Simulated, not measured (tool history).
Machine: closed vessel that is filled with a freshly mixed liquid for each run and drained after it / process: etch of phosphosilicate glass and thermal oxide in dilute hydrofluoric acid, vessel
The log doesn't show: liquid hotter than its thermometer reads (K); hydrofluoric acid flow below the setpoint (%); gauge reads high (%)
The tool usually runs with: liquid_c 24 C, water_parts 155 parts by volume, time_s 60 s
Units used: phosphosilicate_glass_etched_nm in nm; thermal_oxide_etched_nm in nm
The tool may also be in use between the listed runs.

run	hour	liquid_c	water_parts	time_s	wafers since the last listed run	hours since the thermometer was replaced	hours since the hydrofluoric acid flow meter was replaced	hours since the gauge calibration	read-back film thickness of the phosphosilicate glass reference wafer, read on the same gauge (nm)	read-back film thickness of the thermal oxide reference wafer, read on the same gauge (nm)	phosphosilicate_glass_etched_nm	thermal_oxide_etched_nm
1	0	24	155	60	0	1306.5	1892.3	404.9	50.01	39.982	78.32	1.83
2	21.8	24	155	60	2966	1328.3	1914.1	426.7	50.02	39.98	78.77	1.859
3	47.8	24	155	60	3537	1354.3	1940.1	452.7	50.01	40.001	79.04	1.885
4	61	24	195	35	1795	1367.5	1953.3	465.9	50.01	40.016	35.24	0.817
5	94.7	24	155	70	4585	1401.2	1987	499.6	50.01	40.001	93.12	2.213
# hour 113.8: hydrofluoric acid flow meter replaced
6	128	27	155	45	4394	1434.5	14.2	532.9	49.99	40.008	66.71	1.53
7	153.9	24	200	45	3523	1460.4	40.1	558.8	50	39.995	43.88	1.036
8	170.5	26	235	85	2258	1477	56.7	575.4	49.97	39.956	72.04	1.742
9	186.2	24	155	30	2136	1492.7	72.4	591.1	50.01	39.99	39.59	0.951
10	220.8	27	185	90	4707	1527.3	107	625.7	49.97	39.994	109.49	2.501
11	247.6	24	205	30	3646	1554.1	133.8	652.5	50.01	40.001	28.47	0.683
12	269.5	24	155	60	2979	1576	155.7	674.4	50	40.001	79.61	1.913
13	282.1	24	155	40	1714	1588.6	168.3	687	49.99	39.99	53.29	1.267
14	302.7	28	80	30	2802	1609.2	188.9	707.6	49.99	39.982	100.26	2.396
15	347.8	22.5	155	95	6136	1654.3	234	752.7	50.02	39.991	120.31	2.868
# hour 374.2: thermometer replaced
16	378.4	24	155	60	4027	4.2	264.6	783.3	49.98	40.028	75.79	1.767
17	446.1	21	110	60	9211	71.9	332.3	851	50	39.981	99.45	2.394
18	470.4	21.5	125	85	3306	96.2	356.6	875.3	50.04	39.988	125.24	2.976
# hour 471: gauge calibrated
19	497.7	24	155	60	3714	123.5	383.9	26.7	50.02	39.99	74.97	1.758
20	593.2	20.5	155	60	12993	219	479.4	122.2	49.98	40.012	66.37	1.572
21	609.1	24	155	80	2163	234.9	495.3	138.1	49.98	40.018	101.23	2.36
22	635.1	22	130	40	3537	260.9	521.3	164.1	49.98	39.995	57.89	1.349
23	651.4	28.5	215	35	2217	277.2	537.6	180.4	49.98	39.984	35.53	0.835
24	681.5	25.5	155	85	4095	307.3	567.7	210.5	49.98	40.006	113.73	2.72
25	702.8	28	220	45	2898	328.6	589	231.8	49.99	39.983	43.48	1.018
26	719.4	21.5	125	85	2258	345.2	605.6	248.4	49.99	40.029	126.41	3.034

Forecast each of these 3 alternatives for the next run:
A	720.1	22	155	60	95	345.9	606.3	249.1	?	?	?	?
B	720.1	26.5	180	75	95	345.9	606.3	249.1	?	?	?	?
C	720.1	24	115	45	95	345.9	606.3	249.1	?	?	?	?

run	read-back film thickness of the phosphosilicate glass reference wafer, read on the same gauge (nm)	read-back film thickness of the thermal oxide reference wafer, read on the same gauge (nm)	phosphosilicate_glass_etched_nm	thermal_oxide_etched_nm
A	50.01	40.007	70.99	1.727
B	50.01	40.007	87.91	2.139
C	50.01	40.007	81.22	1.976
Had the tool no hidden state, the same runs would have come out as:
run	phosphosilicate_glass_etched_nm	thermal_oxide_etched_nm
A	69.55	1.692
B	86.23	2.098
C	79.56	1.936

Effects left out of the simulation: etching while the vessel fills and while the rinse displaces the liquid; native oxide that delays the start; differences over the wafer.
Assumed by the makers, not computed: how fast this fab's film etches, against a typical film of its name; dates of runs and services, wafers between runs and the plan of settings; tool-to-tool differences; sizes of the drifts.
